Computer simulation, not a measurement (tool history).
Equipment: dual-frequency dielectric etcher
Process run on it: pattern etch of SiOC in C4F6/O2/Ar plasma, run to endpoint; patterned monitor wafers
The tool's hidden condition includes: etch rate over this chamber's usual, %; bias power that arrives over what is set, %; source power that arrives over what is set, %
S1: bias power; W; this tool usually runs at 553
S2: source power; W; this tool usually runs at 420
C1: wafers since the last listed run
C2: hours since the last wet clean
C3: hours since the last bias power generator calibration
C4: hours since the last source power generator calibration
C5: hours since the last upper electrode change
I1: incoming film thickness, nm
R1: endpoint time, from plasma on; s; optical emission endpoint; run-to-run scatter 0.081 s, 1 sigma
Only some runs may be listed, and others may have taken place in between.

Run 1, hour 0: usual settings; C1 0; C2 116.7; C3 4176.4; C4 3730.6; C5 2093.6; I1 27.64. Result: R1 9.4 s.
Run 2, hour 9.7: usual settings; C1 163; C2 126.4; C3 4186.1; C4 3740.3; C5 2103.3; I1 27.29. Result: R1 9.3 s.
Run 3, hour 18.1: usual settings; C1 141; C2 134.8; C3 4194.5; C4 3748.7; C5 2111.7; I1 27.3. Result: R1 9.1 s.
Run 4, hour 29: usual settings; C1 183; C2 145.7; C3 4205.4; C4 3759.6; C5 2122.6; I1 27.96. Result: R1 9.5 s.
Run 5, hour 40: usual settings; C1 184; C2 156.7; C3 4216.4; C4 3770.6; C5 2133.6; I1 27.99. Result: R1 9.5 s.
Run 6, hour 51: usual settings; C1 184; C2 167.7; C3 4227.4; C4 3781.6; C5 2144.6; I1 27.51. Result: R1 9.5 s.
Run 7, hour 60.2: usual settings; C1 154; C2 176.9; C3 4236.6; C4 3790.8; C5 2153.8; I1 27.55. Result: R1 9.4 s.
Run 8, hour 93.2: usual settings; C1 554; C2 209.9; C3 4269.6; C4 3823.8; C5 2186.8; I1 27.47. Result: R1 9.5 s.
Run 9, hour 102.2: usual settings but S2 490 W; C1 151; C2 218.9; C3 4278.6; C4 3832.8; C5 2195.8; I1 27.63. Result: R1 9.1 s.
Run 10, hour 113.4: usual settings; C1 188; C2 230.1; C3 4289.8; C4 3844; C5 2207; I1 27.46. Result: R1 9.4 s.
Run 11, hour 129.4: usual settings; C1 268; C2 246.1; C3 4305.8; C4 3860; C5 2223; I1 27.78. Result: R1 9.6 s.
Run 12, hour 136.5: usual settings; C1 119; C2 253.2; C3 4312.9; C4 3867.1; C5 2230.1; I1 27.69. Result: R1 9.7 s.
Run 13, hour 189: usual settings but S1 650 W; C1 882; C2 305.7; C3 4365.4; C4 3919.6; C5 2282.6; I1 27.19. Result: R1 8.8 s.
Run 14, hour 203.4: usual settings but S2 460 W; C1 242; C2 320.1; C3 4379.8; C4 3934; C5 2297; I1 27.49. Result: R1 9.4 s.
Run 15, hour 221.2: usual settings; C1 299; C2 337.9; C3 4397.6; C4 3951.8; C5 2314.8; I1 27.6. Result: R1 9.7 s.
Run 16, hour 228: usual settings; C1 114; C2 344.7; C3 4404.4; C4 3958.6; C5 2321.6; I1 27.61. Result: R1 9.7 s.
At hour 234.8: bias power generator calibrated.
Run 17, hour 245: usual settings but S1 447 W; C1 218; C2 361.7; C3 10.2; C4 3975.6; C5 2338.6; I1 27.72. Result: R1 10.7 s.
Run 18, hour 255.4: usual settings but S2 490 W; C1 174; C2 372.1; C3 20.6; C4 3986; C5 2349; I1 27.77. Result: R1 9.4 s.
Run 19, hour 263.6: usual settings; C1 137; C2 380.3; C3 28.8; C4 3994.2; C5 2357.2; I1 27.53. Result: R1 9.5 s.
Run 20, hour 273.9: usual settings but S1 628 W, S2 380 W; C1 173; C2 390.6; C3 39.1; C4 4004.5; C5 2367.5; I1 27.82. Result: R1 9.6 s.
Run 21, hour 284.2: usual settings; C1 173; C2 400.9; C3 49.4; C4 4014.8; C5 2377.8; I1 27.57. Result: R1 9.7 s.
Run 22, hour 300.7: usual settings but S2 470 W; C1 277; C2 417.4; C3 65.9; C4 4031.3; C5 2394.3; I1 27.83. Result: R1 9.6 s.
Run 23, hour 306.9: usual settings but S1 635 W, S2 470 W; C1 104; C2 423.6; C3 72.1; C4 4037.5; C5 2400.5; I1 27.55. Result: R1 8.9 s.
Run 24, hour 318.5: usual settings but S1 603 W, S2 370 W; C1 195; C2 435.2; C3 83.7; C4 4049.1; C5 2412.1; I1 27.94. Result: R1 9.9 s.
At hour 323.9: source power generator calibrated.
Run 25, hour 325: usual settings; C1 42; C2 441.7; C3 90.2; C4 1.1; C5 2418.6; I1 27.63. Result: R1 9.9 s.
At hour 356.5: upper electrode replaced.
At hour 375.7: wet clean of the chamber.
Run 26, hour 376.2: usual settings; C1 134; C2 0.5; C3 141.4; C4 52.3; C5 19.7; I1 27.64. Result: R1 9.2 s.
Run 27, hour 376.5: usual settings but S1 505 W, S2 350 W; C1 5; C2 0.8; C3 141.7; C4 52.6; C5 20; I1 27.51. Result: R1 10.2 s.
Run 28, hour 376.8: usual settings but S1 596 W, S2 380 W; C1 5; C2 1.1; C3 142; C4 52.9; C5 20.3; I1 27.44. Result: R1 9.2 s.
Run 29, hour 382.1: usual settings; C1 89; C2 6.4; C3 147.3; C4 58.2; C5 25.6; I1 27.3. Result: R1 9.2 s.

Run 30 has not been measured yet. What should we expect?
Run 30, hour 391.8: usual settings but S1 604 W, S2 340 W; C1 163; C2 16.1; C3 157; C4 67.9; C5 35.3; I1 27.47. Result: R1 ?.

R1: 9.3 s
If the tool had no hidden condition, the same run with the same run-to-run variation would have returned R1 9.3 s.

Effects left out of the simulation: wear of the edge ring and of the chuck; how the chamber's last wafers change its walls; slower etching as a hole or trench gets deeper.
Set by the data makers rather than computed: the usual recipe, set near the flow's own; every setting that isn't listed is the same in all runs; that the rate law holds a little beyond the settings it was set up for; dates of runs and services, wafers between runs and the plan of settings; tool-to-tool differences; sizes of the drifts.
